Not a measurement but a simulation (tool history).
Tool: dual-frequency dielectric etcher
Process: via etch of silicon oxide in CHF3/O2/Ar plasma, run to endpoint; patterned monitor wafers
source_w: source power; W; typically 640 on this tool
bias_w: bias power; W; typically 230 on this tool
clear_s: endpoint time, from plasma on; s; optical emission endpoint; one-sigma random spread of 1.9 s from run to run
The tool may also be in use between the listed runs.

run,hour,source_w,bias_w,wafers since the last listed run,hours since the last wet clean,hours since the last source power generator calibration,hours since the last bias power generator calibration,hours since the last upper electrode change,"incoming incoming film thickness, nm",clear_s
1,0.0,640,230,0,0.5,1454.2,2226.5,2144.9,429.6,213.4
2,5.8,640,212,25,6.3,1460.0,2232.3,2150.7,426.9,216.5
3,34.8,640,230,129,35.3,1489.0,2261.3,2179.7,432.8,212.5
4,69.3,640,230,154,69.8,1523.5,2295.8,2214.2,428.6,213.0
# hour 75.7: source power generator calibrated
5,99.1,640,230,115,99.6,23.4,2325.6,2244.0,430.2,210.5
6,115.8,640,230,74,116.3,40.1,2342.3,2260.7,429.8,211.8
7,139.2,640,230,104,139.7,63.5,2365.7,2284.1,426.4,210.3
8,172.6,640,230,149,173.1,96.9,2399.1,2317.5,430.7,209.3
# hour 176.8: bias power generator calibrated
9,222.8,640,191,206,223.3,147.1,46.0,2367.7,433.2,221.3
10,246.7,640,191,106,247.2,171.0,69.9,2391.6,437.9,226.3
11,269.6,640,191,102,270.1,193.9,92.8,2414.5,430.4,217.8
12,285.5,640,191,71,286.0,209.8,108.7,2430.4,432.9,219.4
13,301.8,560,275,72,302.3,226.1,125.0,2446.7,429.1,201.6
14,317.2,580,262,68,317.7,241.5,140.4,2462.1,426.3,199.9
15,378.1,790,209,272,378.6,302.4,201.3,2523.0,430.1,190.6
16,410.7,480,258,145,411.2,335.0,233.9,2555.6,434.0,217.8
# hour 451.9: wet clean of the chamber
# hour 465.9: upper electrode replaced
17,466.4,770,273,79,14.5,390.7,289.6,0.5,432.8,183.2
18,466.8,640,230,1,14.9,391.1,290.0,0.9,429.5,214.5
19,522.8,640,263,250,70.9,447.1,346.0,56.9,430.6,199.7
20,556.9,640,230,152,105.0,481.2,380.1,91.0,428.7,211.8
21,590.0,600,193,147,138.1,514.3,413.2,124.1,429.8,227.0
22,614.9,780,287,111,163.0,539.2,438.1,149.0,431.0,175.8
23,632.0,540,245,76,180.1,556.3,455.2,166.1,429.4,214.2
24,654.9,770,260,102,203.0,579.2,478.1,189.0,428.9,179.7
25,685.3,490,230,135,233.4,609.6,508.5,219.4,429.2,224.6
26,720.8,640,191,158,268.9,645.1,544.0,254.9,432.4,218.6
27,752.8,710,264,143,300.9,677.1,576.0,286.9,430.9,187.4
28,769.9,760,245,76,318.0,694.2,593.1,304.0,428.3,186.9
29,782.2,490,246,54,330.3,706.5,605.4,316.3,430.8,221.0
30,801.4,520,196,85,349.5,725.7,624.6,335.5,426.3,230.1
# hour 837.8: wet clean of the chamber
31,838.3,640,230,57,0.5,762.6,661.5,372.4,430.1,212.0
32,842.3,710,262,17,4.5,766.6,665.5,376.4,431.0,193.8
33,856.0,760,230,61,18.2,780.3,679.2,390.1,430.6,199.3
34,877.3,760,173,95,39.5,801.6,700.5,411.4,428.5,218.7
35,894.8,640,191,78,57.0,819.1,718.0,428.9,433.8,225.8

Some steps in clear_s between neighbouring runs. How much of each would the tool show without its hidden state too (settings, what came in, random variation), and how much is left for the hidden state, with any gauge scatter that isn't in both results?
Unlogged tool condition in this case: etch rate over this chamber's usual, %; source power that arrives over what is set, %; bias power that arrives over what is set, %.
Run 15 -> 16: source_w 790 -> 480, bias_w 209 -> 258. clear_s +27.2 s: hidden state -2.2, all else +29.4.
Run 16 -> 17: source_w 480 -> 770, bias_w 258 -> 273, wet clean of the chamber, upper electrode replaced. clear_s -34.6 s: hidden state +10.6, all else -45.2.
Run 21 -> 22: source_w 600 -> 780, bias_w 193 -> 287. clear_s -51.2 s: hidden state +0.4, all else -51.6.
Run 22 -> 23: source_w 780 -> 540, bias_w 287 -> 245. clear_s +38.4 s: hidden state -1.4, all else +39.8.
Run 24 -> 25: source_w 770 -> 490, bias_w 260 -> 230. clear_s +44.9 s: hidden state -2.2, all else +47.1.
Run 30 -> 31: source_w 520 -> 640, bias_w 196 -> 230, wet clean of the chamber. clear_s -18.1 s: hidden state +11.2, all else -29.3.
